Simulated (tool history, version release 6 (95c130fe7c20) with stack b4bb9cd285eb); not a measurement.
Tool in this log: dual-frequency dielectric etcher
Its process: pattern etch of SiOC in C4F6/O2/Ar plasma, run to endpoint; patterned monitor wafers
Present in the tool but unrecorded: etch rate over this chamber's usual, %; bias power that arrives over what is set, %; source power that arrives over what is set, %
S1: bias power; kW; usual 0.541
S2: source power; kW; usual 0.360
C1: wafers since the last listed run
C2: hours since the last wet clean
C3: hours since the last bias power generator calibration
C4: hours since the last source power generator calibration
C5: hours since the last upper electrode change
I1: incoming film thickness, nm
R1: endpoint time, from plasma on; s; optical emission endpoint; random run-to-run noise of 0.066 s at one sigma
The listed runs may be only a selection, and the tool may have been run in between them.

run,day,S1,S2,C1,C2,C3,C4,C5,I1,R1
1,0.000,0.541,0.360,0,279.5,4132.1,728.8,1673.3,38.49,11.9
2,2.446,0.507,0.390,868,338.2,4190.8,787.5,1732.0,38.62,11.6
# day 8.108: wet clean of the chamber
3,11.054,0.507,0.390,2700,70.7,4397.4,994.1,1938.6,38.23,11.7
4,12.817,0.507,0.390,625,113.0,4439.7,1036.4,1980.9,37.99,11.6
5,14.996,0.541,0.360,773,165.3,4492.0,1088.7,2033.2,38.62,12.1
6,17.783,0.541,0.360,989,232.2,4558.9,1155.6,2100.1,38.59,11.9
7,20.038,0.541,0.360,800,286.3,4613.0,1209.7,2154.2,38.48,11.9
# day 21.454: bias power generator calibrated
8,21.933,0.496,0.360,613,331.8,11.5,1255.2,2199.7,38.61,12.2
9,25.325,0.496,0.360,1203,413.2,92.9,1336.6,2281.1,38.42,11.9
10,26.667,0.541,0.360,476,445.4,125.1,1368.8,2313.3,38.65,11.7
11,28.325,0.673,0.270,588,485.2,164.9,1408.6,2353.1,38.77,12.9
# day 29.725: upper electrode replaced
# day 30.342: wet clean of the chamber
# day 30.738: source power generator calibrated
12,31.229,0.436,0.430,397,21.3,234.6,11.8,36.1,38.54,11.9
13,33.754,0.480,0.410,896,81.9,295.2,72.4,96.7,38.61,11.8
14,35.183,0.541,0.360,507,116.2,329.5,106.7,131.0,38.67,12.1
15,36.512,0.634,0.360,471,148.1,361.4,138.6,162.9,38.60,11.3
16,38.862,0.507,0.390,834,204.5,417.8,195.0,219.3,38.32,11.5
17,41.392,0.541,0.300,897,265.2,478.5,255.7,280.0,38.49,13.3
18,43.083,0.664,0.320,600,305.8,519.1,296.3,320.6,38.13,11.5

Alternative continuations, all from the tool just after run 18; predict every row:
A,43.100,0.541,0.360,5,306.2,519.5,296.7,321.0,38.64,?
B,43.100,0.541,0.320,5,306.2,519.5,296.7,321.0,38.64,?
C,43.100,0.663,0.300,5,306.2,519.5,296.7,321.0,38.64,?

run,R1
A,11.8
B,12.7
C,12.2
Had the tool no hidden state, the same runs would have come out as:
run,R1
A,12.2
B,13.1
C,12.5
